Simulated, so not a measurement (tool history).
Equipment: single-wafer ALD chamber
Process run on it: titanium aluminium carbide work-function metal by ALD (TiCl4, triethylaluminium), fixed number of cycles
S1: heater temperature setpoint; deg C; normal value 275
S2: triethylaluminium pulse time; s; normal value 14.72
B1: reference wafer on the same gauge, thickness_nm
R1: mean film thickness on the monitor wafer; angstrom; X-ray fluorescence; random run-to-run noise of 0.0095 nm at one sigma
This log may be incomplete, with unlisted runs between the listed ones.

Run 1, hour 0: usual settings; B1 2.337. Result: R1 18.72 angstrom.
Run 2, hour 12.6: usual settings; B1 2.343. Result: R1 18.76 angstrom.
Run 3, hour 47.2: usual settings; B1 2.345. Result: R1 18.63 angstrom.
Run 4, hour 78.5: usual settings; B1 2.338. Result: R1 18.4 angstrom.
Run 5, hour 94.1: usual settings; B1 2.339. Result: R1 18.34 angstrom.
Run 6, hour 114.9: usual settings; B1 2.343. Result: R1 18.22 angstrom.
Run 7, hour 219.2: usual settings but S2 10.48 s; B1 2.34. Result: R1 13.78 angstrom.
At hour 229.9: gauge calibrated.
Run 8, hour 243: usual settings but S2 10.48 s; B1 2.336. Result: R1 13.71 angstrom.
Run 9, hour 258.1: usual settings; B1 2.34. Result: R1 17.56 angstrom.
At hour 275.5: triethylaluminium bottle replaced.
Run 10, hour 276: usual settings; B1 2.337. Result: R1 20.32 angstrom.
Run 11, hour 295.8: usual settings; B1 2.34. Result: R1 20.34 angstrom.
At hour 317.6: showerhead replaced, of another model than before.
Run 12, hour 321.5: usual settings; B1 2.343. Result: R1 19.99 angstrom.
At hour 333.9: thermocouple changed; heater temperature recalibrated.
Run 13, hour 356.4: usual settings; B1 2.339. Result: R1 20.05 angstrom.
Run 14, hour 370.5: usual settings but S1 263 deg C, S2 12.37 s; B1 2.34. Result: R1 17.89 angstrom.
Run 15, hour 385.4: usual settings but S1 267 deg C; B1 2.342. Result: R1 19.3 angstrom.
Run 16, hour 420.5: usual settings but S1 262 deg C; B1 2.341. Result: R1 18.84 angstrom.
Run 17, hour 448.3: usual settings but S1 271 deg C, S2 17.93 s; B1 2.343. Result: R1 19.95 angstrom.
Run 18, hour 468.6: usual settings but S2 20.45 s; B1 2.342. Result: R1 20.35 angstrom.
Run 19, hour 492: usual settings but S2 17.08 s; B1 2.34. Result: R1 20.35 angstrom.
Run 20, hour 520.5: usual settings; B1 2.34. Result: R1 20.02 angstrom.
Run 21, hour 537.6: usual settings but S1 266 deg C, S2 18.52 s; B1 2.341. Result: R1 19.48 angstrom.
Run 22, hour 555.4: usual settings; B1 2.339. Result: R1 19.94 angstrom.
Run 23, hour 573.4: usual settings but S1 280 deg C, S2 18.38 s; B1 2.339. Result: R1 20.86 angstrom.
Run 24, hour 594.6: usual settings but S2 10.48 s; B1 2.337. Result: R1 13.65 angstrom.

Forecast each of these 5 alternatives for the next run:
Run A, hour 595: usual settings; B1 ?. Result: R1 ?.
Run B, hour 595: usual settings but S1 280 deg C, S2 19.91 s; B1 ?. Result: R1 ?.
Run C, hour 595: usual settings but S2 17.66 s; B1 ?. Result: R1 ?.
Run D, hour 595: usual settings but S1 268 deg C, S2 20.14 s; B1 ?. Result: R1 ?.
Run E, hour 595: usual settings but S1 287 deg C, S2 9.15 s; B1 ?. Result: R1 ?.

run     B1     R1
  A  2.342  19.94
  B  2.342   20.9
  C  2.342  20.38
  D  2.342  19.81
  E  2.342   5.67
Take away the tool's hidden state, keep each run's random variation, and the runs would have read:
run     R1
  A  20.34
  B  20.92
  C  20.46
  D  19.83
  E   7.44
